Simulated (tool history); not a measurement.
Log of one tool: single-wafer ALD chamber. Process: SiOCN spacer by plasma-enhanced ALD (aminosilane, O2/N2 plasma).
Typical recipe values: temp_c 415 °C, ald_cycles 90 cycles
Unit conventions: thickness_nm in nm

run	hour	temp_c	ald_cycles	wafers since the last listed run	hours since the last thermocouple change	hours since the gauge calibration	read-back reference wafer on the same gauge, thickness_nm	thickness_nm
1	0.0	424	90	0	1597.7	412.7	5.332	4.809
2	55.4	424	90	241	1653.1	468.1	5.315	4.840
3	110.0	415	90	237	1707.7	522.7	5.312	5.007
4	151.4	415	90	180	1749.1	564.1	5.301	4.998
5	214.5	415	90	274	1812.2	627.2	5.304	4.998
6	243.3	415	104	125	1841.0	656.0	5.309	5.793
# hour 245.8: gauge calibrated
7	284.7	415	104	180	1882.4	38.9	5.416	5.922
8	316.2	429	81	137	1913.9	70.4	5.392	4.351
9	343.7	405	96	119	1941.4	97.9	5.390	5.611
10	403.0	415	97	257	2000.7	157.2	5.348	5.420
11	429.6	415	90	115	2027.3	183.8	5.359	5.041
# hour 461.4: thermocouple changed; heater temperature recalibrated
12	486.8	427	74	214	25.4	241.0	5.334	3.971
13	543.2	415	75	245	81.8	297.4	5.318	4.137
14	605.2	415	90	269	143.8	359.4	5.303	5.023

4 options for the next run, each taken on its own from the tool as it stands now. Forecast them:
A	605.8	415	101	2	144.4	360.0	?	?
B	605.8	415	82	2	144.4	360.0	?	?
C	605.8	404	98	2	144.4	360.0	?	?
D	605.8	410	96	2	144.4	360.0	?	?

run	read-back reference wafer on the same gauge, thickness_nm	thickness_nm
A	5.313	5.621
B	5.313	4.564
C	5.313	5.669
D	5.313	5.439
Had the tool no hidden state, the same runs would have come out as:
run	thickness_nm
A	5.780
B	4.692
C	5.829
D	5.592
